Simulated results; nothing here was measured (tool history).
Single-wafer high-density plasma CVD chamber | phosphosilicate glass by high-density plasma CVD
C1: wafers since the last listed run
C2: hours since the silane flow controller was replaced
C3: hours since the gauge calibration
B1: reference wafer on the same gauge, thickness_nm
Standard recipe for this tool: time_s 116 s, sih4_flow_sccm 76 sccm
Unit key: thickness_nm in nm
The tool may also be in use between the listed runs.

{"run": 1, "hour": 0.0, "time_s": 102, "sih4_flow_sccm": 76, "C1": 0, "C2": 2947.9, "C3": 1428.5, "B1": 863.198, "thickness_nm": 807.467}
{"run": 2, "hour": 98.8, "time_s": 102, "sih4_flow_sccm": 76, "C1": 1167, "C2": 3046.7, "C3": 1527.3, "B1": 862.911, "thickness_nm": 812.815}
{"run": 3, "hour": 194.7, "time_s": 102, "sih4_flow_sccm": 76, "C1": 1133, "C2": 3142.6, "C3": 1623.2, "B1": 862.435, "thickness_nm": 809.587}
{"hour": 199.6, "done": "gauge calibrated"}
{"run": 4, "hour": 294.0, "time_s": 116, "sih4_flow_sccm": 76, "C1": 1173, "C2": 3241.9, "C3": 94.4, "B1": 862.986, "thickness_nm": 922.073}
{"run": 5, "hour": 349.9, "time_s": 116, "sih4_flow_sccm": 76, "C1": 660, "C2": 3297.8, "C3": 150.3, "B1": 862.829, "thickness_nm": 922.899}
{"run": 6, "hour": 421.6, "time_s": 116, "sih4_flow_sccm": 76, "C1": 847, "C2": 3369.5, "C3": 222, "B1": 862.67, "thickness_nm": 928.889}
{"run": 7, "hour": 518.4, "time_s": 116, "sih4_flow_sccm": 76, "C1": 1144, "C2": 3466.3, "C3": 318.8, "B1": 863.22, "thickness_nm": 930.712}
{"run": 8, "hour": 593.0, "time_s": 116, "sih4_flow_sccm": 76, "C1": 881, "C2": 3540.9, "C3": 393.4, "B1": 862.977, "thickness_nm": 928.907}
{"run": 9, "hour": 631.7, "time_s": 116, "sih4_flow_sccm": 76, "C1": 457, "C2": 3579.6, "C3": 432.1, "B1": 862.339, "thickness_nm": 932.053}
{"run": 10, "hour": 726.1, "time_s": 116, "sih4_flow_sccm": 76, "C1": 1115, "C2": 3674, "C3": 526.5, "B1": 863.534, "thickness_nm": 929.288}
{"run": 11, "hour": 824.1, "time_s": 116, "sih4_flow_sccm": 76, "C1": 1158, "C2": 3772, "C3": 624.5, "B1": 863.188, "thickness_nm": 926.295}
{"run": 12, "hour": 899.2, "time_s": 116, "sih4_flow_sccm": 76, "C1": 887, "C2": 3847.1, "C3": 699.6, "B1": 862.96, "thickness_nm": 927.671}
{"run": 13, "hour": 961.4, "time_s": 116, "sih4_flow_sccm": 76, "C1": 735, "C2": 3909.3, "C3": 761.8, "B1": 863.31, "thickness_nm": 925.917}
{"run": 14, "hour": 1035.0, "time_s": 116, "sih4_flow_sccm": 76, "C1": 870, "C2": 3982.9, "C3": 835.4, "B1": 863.232, "thickness_nm": 933.535}
{"run": 15, "hour": 1135.5, "time_s": 126, "sih4_flow_sccm": 76, "C1": 1188, "C2": 4083.4, "C3": 935.9, "B1": 862.868, "thickness_nm": 1013.138}
{"run": 16, "hour": 1176.2, "time_s": 126, "sih4_flow_sccm": 76, "C1": 481, "C2": 4124.1, "C3": 976.6, "B1": 863.003, "thickness_nm": 1020.44}
{"run": 17, "hour": 1229.0, "time_s": 116, "sih4_flow_sccm": 76, "C1": 624, "C2": 4176.9, "C3": 1029.4, "B1": 862.884, "thickness_nm": 935.348}
{"run": 18, "hour": 1282.0, "time_s": 116, "sih4_flow_sccm": 76, "C1": 626, "C2": 4229.9, "C3": 1082.4, "B1": 862.115, "thickness_nm": 937.293}
{"run": 19, "hour": 1376.4, "time_s": 116, "sih4_flow_sccm": 76, "C1": 1115, "C2": 4324.3, "C3": 1176.8, "B1": 862.355, "thickness_nm": 936.594}
{"run": 20, "hour": 1472.8, "time_s": 116, "sih4_flow_sccm": 76, "C1": 1139, "C2": 4420.7, "C3": 1273.2, "B1": 863.235, "thickness_nm": 939.46}
{"hour": 1571.4, "done": "silane flow controller replaced"}
{"run": 21, "hour": 1765.6, "time_s": 129, "sih4_flow_sccm": 72, "C1": 3366, "C2": 194.2, "C3": 1566, "B1": 863.181, "thickness_nm": 1029.882}
{"run": 22, "hour": 1803.2, "time_s": 110, "sih4_flow_sccm": 61, "C1": 444, "C2": 231.8, "C3": 1603.6, "B1": 863.015, "thickness_nm": 766.086}
{"run": 23, "hour": 1909.2, "time_s": 95, "sih4_flow_sccm": 67, "C1": 1253, "C2": 337.8, "C3": 1709.6, "B1": 863.363, "thickness_nm": 715.992}
{"run": 24, "hour": 1972.0, "time_s": 136, "sih4_flow_sccm": 85, "C1": 742, "C2": 400.6, "C3": 1772.4, "B1": 862.365, "thickness_nm": 1243.022}
{"run": 25, "hour": 2009.2, "time_s": 116, "sih4_flow_sccm": 76, "C1": 439, "C2": 437.8, "C3": 1809.6, "B1": 862.765, "thickness_nm": 958.494}
{"run": 26, "hour": 2053.5, "time_s": 116, "sih4_flow_sccm": 82, "C1": 523, "C2": 482.1, "C3": 1853.9, "B1": 862.895, "thickness_nm": 1025.848}
{"hour": 2120.5, "done": "gauge calibrated"}
{"hour": 2139.0, "done": "silane flow controller replaced, repeated, since the last time left the tool worse"}
{"run": 27, "hour": 2150.9, "time_s": 116, "sih4_flow_sccm": 83, "C1": 1056, "C2": 11.9, "C3": 30.4, "B1": 863.417, "thickness_nm": 974.154}
{"run": 28, "hour": 2218.7, "time_s": 116, "sih4_flow_sccm": 76, "C1": 801, "C2": 79.7, "C3": 98.2, "B1": 863.591, "thickness_nm": 905.966}
{"run": 29, "hour": 2276.6, "time_s": 97, "sih4_flow_sccm": 71, "C1": 684, "C2": 137.6, "C3": 156.1, "B1": 862.79, "thickness_nm": 721.878}
{"run": 30, "hour": 2344.2, "time_s": 100, "sih4_flow_sccm": 76, "C1": 799, "C2": 205.2, "C3": 223.7, "B1": 863.885, "thickness_nm": 786.474}
{"run": 31, "hour": 2422.5, "time_s": 124, "sih4_flow_sccm": 68, "C1": 925, "C2": 283.5, "C3": 302, "B1": 863.135, "thickness_nm": 892.446}
{"run": 32, "hour": 2473.4, "time_s": 105, "sih4_flow_sccm": 72, "C1": 601, "C2": 334.4, "C3": 352.9, "B1": 863.105, "thickness_nm": 784.753}
{"run": 33, "hour": 2526.5, "time_s": 116, "sih4_flow_sccm": 76, "C1": 627, "C2": 387.5, "C3": 406, "B1": 862.358, "thickness_nm": 906.974}
{"run": 34, "hour": 2605.4, "time_s": 129, "sih4_flow_sccm": 61, "C1": 932, "C2": 466.4, "C3": 484.9, "B1": 863.498, "thickness_nm": 854.154}
{"run": 35, "hour": 2711.5, "time_s": 126, "sih4_flow_sccm": 72, "C1": 1254, "C2": 572.5, "C3": 591, "B1": 863.185, "thickness_nm": 945.534}
{"run": 36, "hour": 2750.5, "time_s": 132, "sih4_flow_sccm": 76, "C1": 461, "C2": 611.5, "C3": 630, "B1": 862.894, "thickness_nm": 1034.798}
{"run": 37, "hour": 2798.5, "time_s": 116, "sih4_flow_sccm": 76, "C1": 567, "C2": 659.5, "C3": 678, "B1": 863.292, "thickness_nm": 910.648}
{"run": 38, "hour": 2892.2, "time_s": 116, "sih4_flow_sccm": 76, "C1": 1107, "C2": 753.2, "C3": 771.7, "B1": 862.596, "thickness_nm": 912.94}
{"run": 39, "hour": 2967.8, "time_s": 97, "sih4_flow_sccm": 85, "C1": 893, "C2": 828.8, "C3": 847.3, "B1": 863.074, "thickness_nm": 832.421}
{"run": 40, "hour": 3064.3, "time_s": 139, "sih4_flow_sccm": 62, "C1": 1140, "C2": 925.3, "C3": 943.8, "B1": 863.606, "thickness_nm": 928.138}
{"run": 41, "hour": 3132.5, "time_s": 93, "sih4_flow_sccm": 88, "C1": 806, "C2": 993.5, "C3": 1012, "B1": 862.808, "thickness_nm": 823.071}

Branching from run 41: 3 alternative next runs. What would each branch give?
{"run": "A", "hour": 3132.9, "time_s": 130, "sih4_flow_sccm": 76, "C1": 4, "C2": 993.9, "C3": 1012.4, "B1": "?", "thickness_nm": "?"}
{"run": "B", "hour": 3132.9, "time_s": 130, "sih4_flow_sccm": 65, "C1": 4, "C2": 993.9, "C3": 1012.4, "B1": "?", "thickness_nm": "?"}
{"run": "C", "hour": 3132.9, "time_s": 99, "sih4_flow_sccm": 76, "C1": 4, "C2": 993.9, "C3": 1012.4, "B1": "?", "thickness_nm": "?"}

run=A B1=862.902 thickness_nm=1024.415
run=B B1=862.902 thickness_nm=906.004
run=C B1=862.902 thickness_nm=780.131
With no hidden state in the tool, these same runs would have given:
run=A thickness_nm=1021.688
run=B thickness_nm=903.593
run=C thickness_nm=778.055

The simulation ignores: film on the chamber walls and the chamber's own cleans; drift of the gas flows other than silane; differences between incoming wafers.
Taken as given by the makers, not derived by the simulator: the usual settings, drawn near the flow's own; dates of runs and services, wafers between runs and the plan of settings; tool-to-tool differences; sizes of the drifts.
